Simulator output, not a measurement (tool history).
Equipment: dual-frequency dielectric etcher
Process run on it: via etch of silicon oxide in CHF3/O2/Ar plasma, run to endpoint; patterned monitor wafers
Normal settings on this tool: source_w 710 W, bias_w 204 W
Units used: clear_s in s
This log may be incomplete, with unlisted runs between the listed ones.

run   hour  source_w  bias_w  incoming incoming film thickness, nm  clear_s
  1      0       650     234                                 695.1    305.1
  2   37.6       650     234                                 705.5    311.7
  3     82       710     235                                 701.1    294.5
  4    140       710     235                                 700.8    294.9
  5  189.7       710     204                                 695.9    299.9
  6  234.6       710     204                                 708.1    306.2
     246.3  -- source power generator calibrated
  7    270       710     204                                 700.1    297.6
  8  308.9       710     235                                 692.6    286.5
     340.6  -- wet clean of the chamber
  9    375       820     191                                 702.2    309.9
 10  439.3       840     252                                 699.3    278.1
     493.4  -- upper electrode replaced
       498  -- bias power generator calibrated
 11  498.5       850     226                                 703.8    290.8
 12  533.5       710     184                                 705.7    318.5
 13  591.4       640     245                                   688    294.2
 14  653.7       710     204                                 706.6    306.7

Below are 4 alternative next runs, each starting from the tool's condition after run 14. Predict each:
  A  654.2       710     204                                 695.1        ?
  B  654.2       640     171                                 695.1        ?
  C  654.2       540     204                                 695.1        ?
  D  654.2       860     254                                 695.1        ?

run  clear_s
  A    302.4
  B    327.5
  C    327.8
  D    267.6
The same runs, with their run-to-run variation unchanged, on a tool lacking any hidden condition would have given:
run  clear_s
  A    312.3
  B    338.1
  C    338.5
  D    276.3
